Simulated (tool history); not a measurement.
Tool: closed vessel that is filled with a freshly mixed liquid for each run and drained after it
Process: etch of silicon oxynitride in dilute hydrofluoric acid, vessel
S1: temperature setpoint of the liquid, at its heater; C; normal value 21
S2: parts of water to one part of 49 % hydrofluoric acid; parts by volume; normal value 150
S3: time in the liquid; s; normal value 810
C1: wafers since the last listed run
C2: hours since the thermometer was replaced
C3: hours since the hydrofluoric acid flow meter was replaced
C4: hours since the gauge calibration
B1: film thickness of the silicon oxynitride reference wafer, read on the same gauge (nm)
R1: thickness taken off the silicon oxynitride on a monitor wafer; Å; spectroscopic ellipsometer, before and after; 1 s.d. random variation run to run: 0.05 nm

run	hour	S1	S2	S3	C1	C2	C3	C4	B1	R1
1	0	21	185	810	0	516	234.4	265.5	150.01	91.6
2	64.4	21	150	810	3205	580.4	298.8	329.9	150.01	115
# hour 67.6: thermometer replaced
3	132.2	21	150	810	3324	64.6	366.6	397.7	149.97	120.9
4	219.1	21	150	810	4324	151.5	453.5	484.6	149.99	120
5	266.8	21	150	810	2373	199.2	501.2	532.3	150.02	120.2
# hour 364.7: gauge calibrated
6	372.8	21	150	810	5275	305.2	607.2	8.1	150	119.5
# hour 405.3: hydrofluoric acid flow meter replaced
7	432.3	21	150	510	2911	364.7	27	67.6	150.01	73.4
8	504.8	21	150	810	3608	437.2	99.5	140.1	150.03	115.8
9	574.5	17.5	120	810	3468	506.9	169.2	209.8	150.03	124.6
10	614.4	21	195	810	1985	546.8	209.1	249.7	149.99	86
# hour 651.1: thermometer replaced
11	683.3	21	150	685	3379	32.2	278	318.6	150.01	102
12	752.2	17	120	1180	3429	101.1	346.9	387.5	150.02	183.2
13	857.1	21	150	810	5220	206	451.8	492.4	150.01	119.5
# hour 879.6: gauge calibrated
14	931.7	19.5	120	415	3712	280.6	526.4	52.1	149.96	72.5

Difference, measured minus no-hidden-state, one row per run. Run-to-run variation is common to both terms; the gauge's own scatter need not be:
Hidden conditions of the tool in this case: liquid colder than its thermometer reads (K); hydrofluoric acid flow above the setpoint (%); gauge reads high (%).
run	R1
1	-3.2
2	-4.6
3	+0.8
4	+0.3
5	-0.1
6	-0.8
7	-2
8	-3.7
9	-4.7
10	-3.1
11	+0.5
12	+0.1
13	-0.5
14	-0.6
